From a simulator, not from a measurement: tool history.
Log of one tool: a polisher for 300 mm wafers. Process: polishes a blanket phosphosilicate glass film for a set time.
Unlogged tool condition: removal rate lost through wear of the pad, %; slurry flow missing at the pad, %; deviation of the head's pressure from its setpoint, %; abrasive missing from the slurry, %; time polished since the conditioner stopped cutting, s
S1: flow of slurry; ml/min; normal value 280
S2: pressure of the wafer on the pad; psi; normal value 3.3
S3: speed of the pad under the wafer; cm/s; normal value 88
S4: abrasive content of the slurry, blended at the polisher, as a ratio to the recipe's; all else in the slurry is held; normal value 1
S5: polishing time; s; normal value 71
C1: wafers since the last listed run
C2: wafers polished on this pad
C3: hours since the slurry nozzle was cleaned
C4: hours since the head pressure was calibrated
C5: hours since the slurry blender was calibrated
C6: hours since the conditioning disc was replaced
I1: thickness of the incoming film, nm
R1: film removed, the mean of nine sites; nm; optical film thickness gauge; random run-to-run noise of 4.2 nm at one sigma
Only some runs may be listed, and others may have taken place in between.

run,day,S1,S2,S3,S4,S5,C1,C2,C3,C4,C5,C6,I1,R1
1,0,280,3.3,88,1,71,0,1133,217.8,517.5,0.8,43.6,2101.3,432.6
2,1.083,280,3.3,88,1,71,263,1396,243.8,543.5,26.8,69.6,2124.3,429.7
3,2.175,280,3.3,88,1,71,265,1662,270,569.7,53,95.8,2105,429.8
# day 2.783: worn pad replaced by a new one
4,3.238,280,3.3,88,1.2,71,218,110,295.5,595.2,78.5,121.3,2146.9,457.9
5,4.067,280,3.3,88,1.2,71,201,311,315.4,615.1,98.4,141.2,2095.8,460.6
6,5.154,280,3.3,88,1.2,71,264,576,341.5,641.2,124.5,167.3,2140,456.1
7,6.092,280,3.3,88,1,71,228,804,364,663.7,147,189.8,2110.4,417.6
# day 6.304: slurry blender recalibrated, repeated, since the last time left the tool worse
8,7.421,280,2.5,88,1.25,81,303,1108,395.9,695.6,26.8,221.7,2140.2,449.6
9,8.438,280,3.3,88,1,71,247,1355,420.3,720,51.2,246.1,2137.1,460.3
# day 9.367: worn pad replaced by a new one
10,9.646,280,3.3,88,1,71,253,67,449.3,749,80.2,275.1,2077.5,448.2
11,10.921,280,3.3,88,0.75,86,310,378,479.9,779.6,110.8,305.7,2130,489.7
12,11.533,280,3.3,88,0.9,58,149,527,494.6,794.3,125.5,320.4,2113.4,350.2
13,12.638,280,3.3,88,1,71,268,796,521.1,820.8,152,346.9,2118.3,454.2
# day 12.979: head pressure recalibrated
# day 13.421: slurry nozzle cleaned
# day 13.725: slurry blender recalibrated
14,14.1,315,2.8,68,1,71,305,1101,16.3,26.9,9,382,2110.5,362.1
15,14.875,280,3.3,88,0.9,71,188,1290,34.9,45.5,27.6,400.6,2138.6,439.5
# day 15.662: worn pad replaced by a new one
16,15.683,280,3.3,88,0.9,71,156,5,54.3,64.9,47,420,2085.1,432.2
17,16.588,320,3.3,66,0.75,78,220,225,76,86.6,68.7,441.7,2093.4,384
18,17.296,280,3.3,88,1,87,172,397,93,103.6,85.7,458.7,2102.1,553.9
# day 17.479: conditioning disc replaced and pad reconditioned
19,18.608,345,3.8,88,1,71,299,696,124.5,135.1,117.2,27.1,2147.9,520.3
20,19.871,185,3.7,88,1.15,71,307,1004,154.8,165.4,147.5,57.4,2109.8,485

Run 21, settings as shown, results not yet in. Your forecast:
21,20.996,210,3.3,88,1,71,273,1278,181.8,192.4,174.5,84.4,2108,?

R1: 427.8 nm
The same run, on a tool lacking any hidden state, would have yielded R1 444.6 nm.
